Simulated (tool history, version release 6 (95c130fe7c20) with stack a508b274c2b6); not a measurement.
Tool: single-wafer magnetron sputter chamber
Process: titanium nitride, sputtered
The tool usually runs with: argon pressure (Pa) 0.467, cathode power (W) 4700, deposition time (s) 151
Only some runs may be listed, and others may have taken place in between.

run     day  argon pressure (Pa)  cathode power (W)  deposition time (s)  wafers since the last listed run  wafers on the sputter target  hours since the last manometer calibration  hours since the magnet pack was replaced  hours since the gauge calibration  read-back reference wafer on the same gauge, thickness_nm  mean film thickness on the monitor wafer (angstrom)
  1       0                0.467               4700                  151                                 0                          1555                                        1220                                      9244                               97.4                                                    125.866                                              1273.37
  2   2.704                0.467               4700                  151                               508                          2064                                      1284.9                                    9308.9                              162.3                                                    126.054                                              1267.79
  3   4.554                0.467               4700                  151                               348                          2412                                      1329.3                                    9353.3                              206.7                                                     126.04                                              1271.05
      5.533  -- sputter target and shields replaced
  4   8.192                  0.6               4700                  139                               621                           499                                      1416.6                                    9440.6                                294                                                     126.09                                              1103.32
  5  11.046                  0.6               4700                  139                               536                          1036                                      1485.1                                    9509.1                              362.5                                                    126.166                                              1103.32
  6  14.633                  0.6               4700                  139                               674                          1711                                      1571.2                                    9595.2                              448.6                                                     126.04                                              1101.66
     18.612  -- magnet pack replaced
  7  18.633                0.467               4700                  151                               689                          2401                                      1667.2                                       0.5                              544.6                                                    126.017                                              1269.95
     18.996  -- sputter target and shields replaced
  8  22.388                0.345               4100                  125                               643                           637                                      1757.3                                      90.6                              634.7                                                    125.972                                               997.85
       24.1  -- gauge calibrated
  9  26.604                0.369               4350                  171                               793                          1431                                      1858.5                                     191.8                               60.1                                                     126.03                                              1405.01
 10  28.471                0.467               4700                  151                               351                          1782                                      1903.3                                     236.6                              104.9                                                    125.829                                              1269.95
     29.904  -- capacitance manometer re-zeroed and calibrated
 11  32.442                0.467               4700                  151                               684                          2466                                        60.9                                     331.9                              200.2                                                    126.058                                              1267.76
     33.471  -- sputter target and shields replaced
 12  34.279                0.467               4700                  178                               282                           152                                         105                                       376                              244.3                                                    126.038                                              1516.12
 13  36.992                0.331               4700                  151                               510                           662                                       170.1                                     441.1                              309.4                                                     125.96                                              1365.06
 14  40.629                0.566               4700                  121                               684                          1346                                       257.4                                     528.4                              396.7                                                    125.942                                               974.61

Results per run with the tool's hidden condition removed, run-to-run variation unchanged:
Hidden state at play: deposition rate above that of a new target (%); true argon pressure above the setpoint (%); gauge reads high (%).
run  mean film thickness on the monitor wafer (angstrom)
  1                                              1295.63
  2                                               1291.6
  3                                               1295.6
  4                                              1113.95
  5                                              1119.18
  6                                              1120.73
  7                                              1293.72
  8                                              1008.26
  9                                              1426.98
 10                                              1291.25
 11                                              1290.64
 12                                              1523.29
 13                                              1380.91
 14                                               990.42
